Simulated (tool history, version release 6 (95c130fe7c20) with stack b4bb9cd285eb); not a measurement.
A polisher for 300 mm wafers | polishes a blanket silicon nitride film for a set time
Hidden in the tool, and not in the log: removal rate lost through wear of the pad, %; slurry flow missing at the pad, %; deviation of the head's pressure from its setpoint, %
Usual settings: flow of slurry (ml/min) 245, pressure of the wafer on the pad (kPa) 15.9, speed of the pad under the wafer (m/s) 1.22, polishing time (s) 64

run	day	flow of slurry (ml/min)	pressure of the wafer on the pad (kPa)	speed of the pad under the wafer (m/s)	polishing time (s)	wafers since the last listed run	wafers polished on this pad	hours since the slurry nozzle was cleaned	hours since the head pressure was calibrated	incoming thickness of the incoming film, nm	film removed (angstrom)
1	0	245	15.9	1.22	64	0	1242	366.9	1065.7	643.3	804
2	0.508	245	15.9	1.22	64	103	1346	379.1	1077.9	647.6	805
3	1.221	245	15.9	1.22	64	145	1492	396.2	1095	643.4	812
4	2.521	280	15.9	1.22	81	265	1758	427.4	1126.2	636.3	1039
5	3.771	280	15.9	1.22	81	255	2014	457.4	1156.2	642.3	1056
# day 4.233: worn pad replaced by a new one
6	7.021	245	15.9	1.22	77	630	570	535.4	1234.2	647.6	984
7	7.746	245	12.4	1.22	54	148	718	552.8	1251.6	640.8	534
8	8.996	205	15.9	1.22	64	255	974	582.8	1281.6	629.1	787
9	10.258	205	15.9	1.22	64	258	1232	613.1	1311.9	641.1	797
10	11.088	245	15.9	0.9	48	169	1402	633	1331.8	639.2	477
11	12.058	245	15.9	0.9	48	198	1600	656.3	1355.1	641.7	475
12	12.988	245	15.9	1.06	64	190	1790	678.6	1377.4	641.8	717
# day 13.192: worn pad replaced by a new one
13	13.617	245	15.9	1.06	64	94	87	693.7	1392.5	634.5	737
# day 14.242: slurry nozzle cleaned
# day 17.154: head pressure recalibrated
14	17.212	245	15.9	1.06	64	709	797	71.3	1.4	636.7	724
15	17.904	245	14.5	1.22	64	141	938	87.9	18	647.4	739
16	18.55	245	14.5	1.22	64	132	1070	103.4	33.5	643.7	742
17	19.983	245	13.1	1.22	64	293	1363	137.8	67.9	643.3	657
18	20.625	245	19.3	1.22	64	131	1495	153.2	83.3	638.6	1005
# day 22.054: worn pad replaced by a new one
19	22.075	245	18.6	1.22	64	262	4	188	118.1	642.8	937
20	22.867	280	15.9	1.22	81	161	166	207	137.1	637.3	1047
21	23.808	245	15.9	1.22	64	192	358	229.6	159.7	644.4	798
22	24.612	245	15.9	1.54	64	164	523	248.9	179	636.5	972
23	25.667	245	15.9	1.22	64	215	738	274.2	204.3	644.4	802
24	27.167	245	15.9	1.22	64	306	1045	310.2	240.3	648.5	819
25	27.925	245	12.4	1.22	64	155	1200	328.4	258.5	645.5	645
26	29.317	185	15.9	1.22	64	284	1485	361.8	291.9	633	783
# day 30.946: worn pad replaced by a new one
27	30.967	245	15.9	1.22	64	303	4	401.4	331.5	638.8	816
28	31.675	245	12.4	1.22	64	144	149	418.4	348.5	640.2	636
29	32.475	210	17.9	1.22	64	163	313	437.6	367.7	637.2	885
30	33.3	310	13.1	0.8	64	168	481	457.4	387.5	635.6	484
31	34.504	245	19.3	1.22	58	246	728	486.3	416.4	647.5	889
32	35.112	245	15.9	1.22	64	124	852	500.9	431	632.1	810
33	36.171	245	15.9	1.22	64	216	1069	526.3	456.4	631.3	795
34	36.767	245	13.1	1.22	48	121	1190	540.6	470.7	651.6	502
35	37.942	190	15.9	1.22	64	240	1431	568.8	498.9	634.4	794
# day 39.121: worn pad replaced by a new one
36	39.408	190	15.9	1.22	64	265	58	604	534.1	634.4	791
37	40.267	220	15.9	1.5	64	175	234	624.6	554.7	638.4	923
38	41.45	245	10.3	1.1	64	242	476	653	583.1	648.7	481

3 ways to go on from here, each from the tool as it stands after run 38. What would each give?
A	41.467	245	15.9	1.22	64	3	479	653.4	583.5	638	?
B	41.467	245	15.9	0.92	64	3	479	653.4	583.5	638	?
C	41.467	195	15.9	1.34	64	3	479	653.4	583.5	638	?

run	film removed (angstrom)
A	816
B	656
C	858
Without the tool's hidden state the same runs would have given:
run	film removed (angstrom)
A	816
B	656
C	858
